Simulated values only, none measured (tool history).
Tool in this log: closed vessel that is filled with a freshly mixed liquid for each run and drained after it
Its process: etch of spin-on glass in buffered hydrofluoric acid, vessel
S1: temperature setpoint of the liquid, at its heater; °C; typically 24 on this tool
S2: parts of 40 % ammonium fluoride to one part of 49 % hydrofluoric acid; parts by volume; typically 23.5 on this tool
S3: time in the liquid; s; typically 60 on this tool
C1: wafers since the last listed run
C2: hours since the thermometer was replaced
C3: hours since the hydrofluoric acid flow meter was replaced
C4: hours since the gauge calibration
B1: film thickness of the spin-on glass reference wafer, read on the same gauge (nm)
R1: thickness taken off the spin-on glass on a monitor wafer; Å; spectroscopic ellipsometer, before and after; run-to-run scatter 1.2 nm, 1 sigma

Run 1, hour 0: usual settings but S1 21.5 °C; C1 0; C2 688.6; C3 257.4; C4 3615.2; B1 120. Result: R1 1368.8 Å.
Run 2, hour 59.5: usual settings but S1 21.5 °C; C1 4717; C2 748.1; C3 316.9; C4 3674.7; B1 120. Result: R1 1385.5 Å.
At hour 155.6: thermometer replaced, repeated, since the last time left the tool worse.
Run 3, hour 160.2: usual settings but S1 21.5 °C; C1 7905; C2 4.6; C3 417.6; C4 3775.4; B1 119.99. Result: R1 1466.4 Å.
Run 4, hour 222.2: usual settings; C1 4916; C2 66.6; C3 479.6; C4 3837.4; B1 120.01. Result: R1 1696 Å.
Run 5, hour 271.8: usual settings but S3 45 s; C1 3932; C2 116.2; C3 529.2; C4 3887; B1 119.99. Result: R1 1270.2 Å.
Run 6, hour 368.4: usual settings but S3 45 s; C1 7659; C2 212.8; C3 625.8; C4 3983.6; B1 119.99. Result: R1 1270.9 Å.
At hour 506.8: hydrofluoric acid flow meter replaced.
Run 7, hour 652.9: usual settings but S3 45 s; C1 22478; C2 497.3; C3 146.1; C4 4268.1; B1 120.01. Result: R1 1269.6 Å.
Run 8, hour 689.9: usual settings but S1 25.5 °C; C1 2933; C2 534.3; C3 183.1; C4 4305.1; B1 120.02. Result: R1 1818.5 Å.
Run 9, hour 761.4: usual settings but S1 28.5 °C, S3 85 s; C1 5669; C2 605.8; C3 254.6; C4 4376.6; B1 119.99. Result: R1 3014.6 Å.
Run 10, hour 864.1: usual settings; C1 8143; C2 708.5; C3 357.3; C4 4479.3; B1 120. Result: R1 1671.6 Å.
At hour 894.4: gauge calibrated.
Run 11, hour 916.2: usual settings but S1 21 °C, S3 30 s; C1 4131; C2 760.6; C3 409.4; C4 21.8; B1 120.01. Result: R1 703.8 Å.
Run 12, hour 981.6: usual settings but S1 26.5 °C, S2 17 parts by volume; C1 5185; C2 826; C3 474.8; C4 87.2; B1 119.99. Result: R1 2498.8 Å.
Run 13, hour 1042.2: usual settings but S3 75 s; C1 4805; C2 886.6; C3 535.4; C4 147.8; B1 119.98. Result: R1 2105.2 Å.
Run 14, hour 1130: usual settings but S1 28.5 °C, S2 27 parts by volume; C1 6961; C2 974.4; C3 623.2; C4 235.6; B1 120. Result: R1 1937.7 Å.
Run 15, hour 1201: usual settings; C1 5629; C2 1045.4; C3 694.2; C4 306.6; B1 120.02. Result: R1 1672.1 Å.
Run 16, hour 1268.7: usual settings but S2 30 parts by volume; C1 5367; C2 1113.1; C3 761.9; C4 374.3; B1 120.01. Result: R1 1404.9 Å.

The next listed run, before its measurement:
At hour 1290.9: hydrofluoric acid flow meter replaced.
Run 17, hour 1344.6: usual settings but S1 21.5 °C, S2 15.5 parts by volume; C1 5938; C2 1189; C3 53.7; C4 450.2; B1 ?. Result: R1 ?.

Run 17 yielded B1 120, R1 2074.6 Å.
Were there no unlogged condition in the tool, this run, its random variation unchanged, would have produced R1 2121.2 Å.
